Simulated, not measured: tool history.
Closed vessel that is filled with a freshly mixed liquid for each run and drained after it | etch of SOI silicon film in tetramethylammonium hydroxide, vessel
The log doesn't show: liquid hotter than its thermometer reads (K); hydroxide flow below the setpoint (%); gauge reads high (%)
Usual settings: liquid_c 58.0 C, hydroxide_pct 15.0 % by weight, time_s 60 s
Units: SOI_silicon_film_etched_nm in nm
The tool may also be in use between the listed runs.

| run | hour | liquid_c | hydroxide_pct | time_s | wafers since the last listed run | hours since the thermometer was replaced | hours since the hydroxide flow meter was replaced | hours since the gauge calibration | read-back film thickness of the SOI silicon film reference wafer, read on the same gauge (nm) | SOI_silicon_film_etched_nm |
|---|---|---|---|---|---|---|---|---|---|---|
| 1 | 0.0 | 58.0 | 15.0 | 60 | 0 | 1579.7 | 940.5 | 118.0 | 30.02 | 209.75 |
| 2 | 10.3 | 58.0 | 15.0 | 60 | 1372 | 1590.0 | 950.8 | 128.3 | 30.02 | 210.51 |
| 3 | 17.1 | 58.0 | 15.0 | 60 | 905 | 1596.8 | 957.6 | 135.1 | 30.02 | 210.22 |
| 4 | 30.6 | 63.0 | 15.0 | 50 | 1798 | 1610.3 | 971.1 | 148.6 | 29.99 | 238.76 |
| 5 | 47.3 | 63.0 | 15.0 | 50 | 2224 | 1627.0 | 987.8 | 165.3 | 29.98 | 240.03 |
| 6 | 54.2 | 58.0 | 15.0 | 40 | 919 | 1633.9 | 994.7 | 172.2 | 29.99 | 140.91 |
| 7 | 67.4 | 58.0 | 15.0 | 40 | 1758 | 1647.1 | 1007.9 | 185.4 | 30.00 | 141.38 |
| 8 | 75.3 | 58.0 | 15.0 | 40 | 1052 | 1655.0 | 1015.8 | 193.3 | 29.99 | 141.68 |
| 9 | 87.9 | 58.0 | 15.0 | 60 | 1678 | 1667.6 | 1028.4 | 205.9 | 30.01 | 212.16 |
| 10 | 96.2 | 58.0 | 15.0 | 60 | 1105 | 1675.9 | 1036.7 | 214.2 | 30.01 | 213.02 |
| 11 | 102.9 | 58.0 | 15.0 | 60 | 892 | 1682.6 | 1043.4 | 220.9 | 30.01 | 213.30 |
| 12 | 112.8 | 58.0 | 15.0 | 75 | 1318 | 1692.5 | 1053.3 | 230.8 | 29.98 | 266.41 |
| 13 | 128.6 | 58.0 | 15.0 | 60 | 2104 | 1708.3 | 1069.1 | 246.6 | 29.98 | 214.77 |
| 14 | 140.9 | 58.0 | 15.0 | 60 | 1638 | 1720.6 | 1081.4 | 258.9 | 30.01 | 215.37 |
| 15 | 156.4 | 58.0 | 15.0 | 60 | 2064 | 1736.1 | 1096.9 | 274.4 | 30.02 | 215.09 |
|  | 164.2 | thermometer replaced |
| 16 | 172.3 | 63.0 | 18.5 | 60 | 1984 | 8.1 | 1112.8 | 290.3 | 29.99 | 231.66 |
| 17 | 188.8 | 58.0 | 15.0 | 60 | 2197 | 24.6 | 1129.3 | 306.8 | 30.00 | 188.05 |
| 18 | 201.1 | 58.0 | 15.0 | 60 | 1638 | 36.9 | 1141.6 | 319.1 | 29.98 | 187.76 |
|  | 202.8 | gauge calibrated |
| 19 | 218.6 | 58.0 | 15.0 | 60 | 2331 | 54.4 | 1159.1 | 15.8 | 29.98 | 187.28 |
| 20 | 228.4 | 63.5 | 13.5 | 80 | 1305 | 64.2 | 1168.9 | 25.6 | 29.97 | 369.64 |
| 21 | 238.3 | 58.0 | 13.5 | 60 | 1318 | 74.1 | 1178.8 | 35.5 | 30.01 | 196.34 |
|  | 239.5 | hydroxide flow meter replaced |
| 22 | 244.3 | 58.0 | 18.5 | 35 | 666 | 80.1 | 4.8 | 41.5 | 29.99 | 95.43 |
| 23 | 260.2 | 58.0 | 15.0 | 60 | 2118 | 96.0 | 20.7 | 57.4 | 29.98 | 178.76 |

Run 24 comes next. What will it give?
| 24 | 269.9 | 62.5 | 16.0 | 90 | 1292 | 105.7 | 30.4 | 67.1 | ? | ? |

Run 24 gave read-back film thickness of the SOI silicon film reference wafer, read on the same gauge (nm) 30.01, SOI_silicon_film_etched_nm 344.22 nm.
Without the tool's hidden state the same run would have given SOI_silicon_film_etched_nm 335.67 nm.

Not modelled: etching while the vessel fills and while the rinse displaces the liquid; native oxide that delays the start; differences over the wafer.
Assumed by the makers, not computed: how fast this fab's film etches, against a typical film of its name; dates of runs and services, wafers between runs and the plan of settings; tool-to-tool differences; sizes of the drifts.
